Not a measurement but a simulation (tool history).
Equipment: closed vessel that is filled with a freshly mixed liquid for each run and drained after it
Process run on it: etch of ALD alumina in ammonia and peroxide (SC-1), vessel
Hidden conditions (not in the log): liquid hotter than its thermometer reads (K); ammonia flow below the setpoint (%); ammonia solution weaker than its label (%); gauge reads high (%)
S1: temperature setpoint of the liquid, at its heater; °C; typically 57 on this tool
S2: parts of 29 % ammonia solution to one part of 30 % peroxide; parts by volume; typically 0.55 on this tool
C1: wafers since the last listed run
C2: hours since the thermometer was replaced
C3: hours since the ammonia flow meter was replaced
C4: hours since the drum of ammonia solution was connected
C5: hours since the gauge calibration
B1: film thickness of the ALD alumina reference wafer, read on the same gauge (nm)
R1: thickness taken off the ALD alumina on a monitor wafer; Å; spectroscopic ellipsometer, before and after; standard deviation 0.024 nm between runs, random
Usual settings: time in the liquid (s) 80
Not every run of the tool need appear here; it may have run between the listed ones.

Run 1, day 0: usual settings; C1 0; C2 1567.9; C3 517; C4 284.1; C5 212.6; B1 70.018. Result: R1 42.71 Å.
Run 2, day 0.571: usual settings; C1 896; C2 1581.6; C3 530.7; C4 297.8; C5 226.3; B1 69.982. Result: R1 42.55 Å.
Run 3, day 0.933: usual settings; C1 569; C2 1590.3; C3 539.4; C4 306.5; C5 235; B1 70.004. Result: R1 42.88 Å.
Run 4, day 1.579: usual settings; C1 1013; C2 1605.8; C3 554.9; C4 322; C5 250.5; B1 69.986. Result: R1 42.24 Å.
Run 5, day 2.221: usual settings; C1 1007; C2 1621.2; C3 570.3; C4 337.4; C5 265.9; B1 70.012. Result: R1 43.11 Å.
At day 2.333: gauge calibrated.
Run 6, day 2.483: usual settings but S2 0.75 parts by volume, time in the liquid (s) 115; C1 412; C2 1627.5; C3 576.6; C4 343.7; C5 3.6; B1 69.988. Result: R1 62.66 Å.
Run 7, day 2.992: usual settings but S2 0.75 parts by volume, time in the liquid (s) 115; C1 797; C2 1639.7; C3 588.8; C4 355.9; C5 15.8; B1 69.961. Result: R1 62.82 Å.
Run 8, day 3.546: usual settings but S1 60 °C; C1 869; C2 1653; C3 602.1; C4 369.2; C5 29.1; B1 70.019. Result: R1 49.78 Å.
Run 9, day 4.029: usual settings but S1 60 °C; C1 758; C2 1664.6; C3 613.7; C4 380.8; C5 40.7; B1 70.016. Result: R1 49.83 Å.
Run 10, day 4.696: usual settings but time in the liquid (s) 70; C1 1046; C2 1680.6; C3 629.7; C4 396.8; C5 56.7; B1 69.957. Result: R1 37.43 Å.
Run 11, day 5.321: usual settings but time in the liquid (s) 70; C1 981; C2 1695.6; C3 644.7; C4 411.8; C5 71.7; B1 69.992. Result: R1 37.45 Å.
Run 12, day 5.812: usual settings; C1 771; C2 1707.4; C3 656.5; C4 423.6; C5 83.5; B1 69.99. Result: R1 42.53 Å.
At day 6.008: new drum of ammonia solution connected.
Run 13, day 6.146: usual settings but S1 51.5 °C; C1 457; C2 1715.4; C3 664.5; C4 3.3; C5 91.5; B1 70.032. Result: R1 32.15 Å.
At day 6.412: thermometer replaced.
Run 14, day 6.775: usual settings but S1 67 °C, S2 0.3 parts by volume, time in the liquid (s) 50; C1 922; C2 8.7; C3 679.6; C4 18.4; C5 106.6; B1 70.044. Result: R1 36.39 Å.
Run 15, day 7.154: usual settings but S2 0.8 parts by volume, time in the liquid (s) 60; C1 595; C2 17.8; C3 688.7; C4 27.5; C5 115.7; B1 70.031. Result: R1 28.68 Å.
Run 16, day 7.479: usual settings but time in the liquid (s) 50; C1 510; C2 25.6; C3 696.5; C4 35.3; C5 123.5; B1 69.967. Result: R1 23.29 Å.
Run 17, day 7.808: usual settings but S1 65.5 °C, S2 0.25 parts by volume, time in the liquid (s) 65; C1 516; C2 33.5; C3 704.4; C4 43.2; C5 131.4; B1 70.032. Result: R1 43.42 Å.
At day 7.875: ammonia flow meter replaced.
Run 18, day 8.212: usual settings; C1 569; C2 43.2; C3 8.1; C4 52.9; C5 141.1; B1 70.034. Result: R1 37.1 Å.
Run 19, day 8.579: usual settings; C1 575; C2 52; C3 16.9; C4 61.7; C5 149.9; B1 69.996. Result: R1 37.02 Å.
Run 20, day 8.938: usual settings but S1 63 °C, S2 0.85 parts by volume, time in the liquid (s) 120; C1 562; C2 60.6; C3 25.5; C4 70.3; C5 158.5; B1 69.973. Result: R1 79.48 Å.
Run 21, day 9.683: usual settings but S2 0.25 parts by volume, time in the liquid (s) 95; C1 1170; C2 78.5; C3 43.4; C4 88.2; C5 176.4; B1 69.991. Result: R1 41.25 Å.
Run 22, day 10.112: usual settings but S2 0.85 parts by volume; C1 673; C2 88.8; C3 53.7; C4 98.5; C5 186.7; B1 70.009. Result: R1 39.34 Å.
Run 23, day 10.433: usual settings but S1 63.5 °C, S2 0.8 parts by volume, time in the liquid (s) 110; C1 503; C2 96.5; C3 61.4; C4 106.2; C5 194.4; B1 69.969. Result: R1 74.4 Å.
Run 24, day 10.971: usual settings but S2 0.35 parts by volume; C1 843; C2 109.4; C3 74.3; C4 119.1; C5 207.3; B1 69.977. Result: R1 36.05 Å.
Run 25, day 11.392: usual settings but S2 0.25 parts by volume, time in the liquid (s) 110; C1 660; C2 119.5; C3 84.4; C4 129.2; C5 217.4; B1 70.005. Result: R1 47.87 Å.
Run 26, day 11.904: usual settings but time in the liquid (s) 35; C1 804; C2 131.8; C3 96.7; C4 141.5; C5 229.7; B1 69.96. Result: R1 16.35 Å.
Run 27, day 12.604: usual settings; C1 1098; C2 148.6; C3 113.5; C4 158.3; C5 246.5; B1 69.982. Result: R1 37.38 Å.
Run 28, day 12.958: usual settings but S1 61 °C, S2 0.65 parts by volume, time in the liquid (s) 30; C1 555; C2 157.1; C3 122; C4 166.8; C5 255; B1 69.954. Result: R1 17.62 Å.
Run 29, day 13.246: usual settings but S1 50 °C, S2 0.25 parts by volume; C1 451; C2 164; C3 128.9; C4 173.7; C5 261.9; B1 69.99. Result: R1 23.87 Å.
At day 13.533: gauge calibrated.
Run 30, day 13.971: usual settings but time in the liquid (s) 110; C1 1138; C2 181.4; C3 146.3; C4 191.1; C5 10.5; B1 69.983. Result: R1 52.25 Å.

Give the tool's hidden conditions for every run:
ammonia flow below the setpoint (%): 0 across all the runs
ammonia solution weaker than its label (%): 0 across all the runs
gauge reads high (%): 0 across all the runs
H1: liquid hotter than its thermometer reads (K)
run      H1
  1    2.61
  2    2.63
  3    2.64
  4    2.67
  5    2.69
  6     2.7
  7    2.72
  8    2.73
  9    2.75
 10    2.78
 11     2.8
 12    2.81
 13    2.83
 14  0.0541
 15  0.0675
 16  0.0789
 17  0.0905
 18   0.105
 19   0.118
 20    0.13
 21   0.157
 22   0.172
 23   0.183
 24   0.202
 25   0.217
 26   0.235
 27   0.259
 28   0.272
 29   0.282
 30   0.308
